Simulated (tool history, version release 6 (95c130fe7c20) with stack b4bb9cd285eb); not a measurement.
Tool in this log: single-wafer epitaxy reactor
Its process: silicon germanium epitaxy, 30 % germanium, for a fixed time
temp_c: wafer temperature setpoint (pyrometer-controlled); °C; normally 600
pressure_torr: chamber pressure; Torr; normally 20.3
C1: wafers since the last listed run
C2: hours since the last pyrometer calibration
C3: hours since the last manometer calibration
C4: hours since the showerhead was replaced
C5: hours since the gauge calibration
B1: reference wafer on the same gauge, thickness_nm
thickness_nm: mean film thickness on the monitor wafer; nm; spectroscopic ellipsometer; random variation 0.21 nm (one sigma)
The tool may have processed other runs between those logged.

Run 1, hour 0.0: usual settings but temp_c 594 °C; C1 0; C2 615.0; C3 1920.5; C4 4037.7; C5 668.6; B1 67.329. Result: thickness_nm 58.212 nm.
Run 2, hour 59.2: usual settings but temp_c 590 °C; C1 1260; C2 674.2; C3 1979.7; C4 4096.9; C5 727.8; B1 67.284. Result: thickness_nm 53.693 nm.
At hour 96.8: gauge calibrated.
Run 3, hour 101.9: usual settings but pressure_torr 17.5 Torr; C1 909; C2 716.9; C3 2022.4; C4 4139.6; C5 5.1; B1 67.291. Result: thickness_nm 61.175 nm.
Run 4, hour 282.0: usual settings but pressure_torr 17.5 Torr; C1 3834; C2 897.0; C3 2202.5; C4 4319.7; C5 185.2; B1 67.298. Result: thickness_nm 61.685 nm.
At hour 414.0: capacitance manometer re-zeroed and calibrated.
Run 5, hour 466.9: usual settings but temp_c 594 °C, pressure_torr 23.2 Torr; C1 3766; C2 1081.9; C3 52.9; C4 4504.6; C5 370.1; B1 67.266. Result: thickness_nm 60.727 nm.
Run 6, hour 504.0: usual settings but temp_c 594 °C, pressure_torr 23.2 Torr; C1 789; C2 1119.0; C3 90.0; C4 4541.7; C5 407.2; B1 67.275. Result: thickness_nm 61.148 nm.
Run 7, hour 600.5: usual settings; C1 2054; C2 1215.5; C3 186.5; C4 4638.2; C5 503.7; B1 67.335. Result: thickness_nm 65.114 nm.
Run 8, hour 636.2: usual settings; C1 760; C2 1251.2; C3 222.2; C4 4673.9; C5 539.4; B1 67.305. Result: thickness_nm 65.485 nm.
At hour 698.5: showerhead replaced.
Run 9, hour 704.0: usual settings; C1 1273; C2 1319.0; C3 290.0; C4 5.5; C5 607.2; B1 67.262. Result: thickness_nm 65.708 nm.
Run 10, hour 757.3: usual settings; C1 1134; C2 1372.3; C3 343.3; C4 58.8; C5 660.5; B1 67.293. Result: thickness_nm 65.653 nm.
At hour 761.2: gauge calibrated.
Run 11, hour 781.3: usual settings but temp_c 594 °C, pressure_torr 24.8 Torr; C1 511; C2 1396.3; C3 367.3; C4 82.8; C5 20.1; B1 67.295. Result: thickness_nm 64.791 nm.
At hour 818.3: pyrometer calibrated.
Run 12, hour 828.5: usual settings but pressure_torr 23.8 Torr; C1 834; C2 10.2; C3 414.5; C4 130.0; C5 67.3; B1 67.328. Result: thickness_nm 69.934 nm.
Run 13, hour 884.8: usual settings but temp_c 593 °C, pressure_torr 17.8 Torr; C1 1198; C2 66.5; C3 470.8; C4 186.3; C5 123.6; B1 67.322. Result: thickness_nm 51.393 nm.
Run 14, hour 943.5: usual settings but temp_c 586 °C, pressure_torr 17.2 Torr; C1 1249; C2 125.2; C3 529.5; C4 245.0; C5 182.3; B1 67.325. Result: thickness_nm 43.432 nm.
Run 15, hour 976.6: usual settings but temp_c 608 °C, pressure_torr 21.8 Torr; C1 704; C2 158.3; C3 562.6; C4 278.1; C5 215.4; B1 67.310. Result: thickness_nm 78.312 nm.
Run 16, hour 1034.9: usual settings but pressure_torr 23.1 Torr; C1 1241; C2 216.6; C3 620.9; C4 336.4; C5 273.7; B1 67.288. Result: thickness_nm 69.331 nm.
Run 17, hour 1080.8: usual settings but temp_c 607 °C, pressure_torr 16.3 Torr; C1 977; C2 262.5; C3 666.8; C4 382.3; C5 319.6; B1 67.266. Result: thickness_nm 65.933 nm.
Run 18, hour 1150.8: usual settings; C1 1490; C2 332.5; C3 736.8; C4 452.3; C5 389.6; B1 67.311. Result: thickness_nm 64.810 nm.

The tool's hidden state at each run:
gauge reads high (%): 0 on each run
H1: wafer temperature above the value expected at the setpoint (K)
H2: true pressure above the setpoint (%)
run     H1      H2
  1  0.726    7.72
  2  0.808    7.77
  3  0.867     7.8
  4   1.11    7.91
  5   1.37  -0.237
  6   1.42   0.159
  7   1.55     1.1
  8    1.6    1.41
  9    1.7    1.97
 10   1.77    2.38
 11    1.8    2.55
 12  0.136    2.87
 13  0.213    3.23
 14  0.294    3.57
 15   0.34    3.75
 16   0.42    4.05
 17  0.483    4.27
 18   0.58    4.58
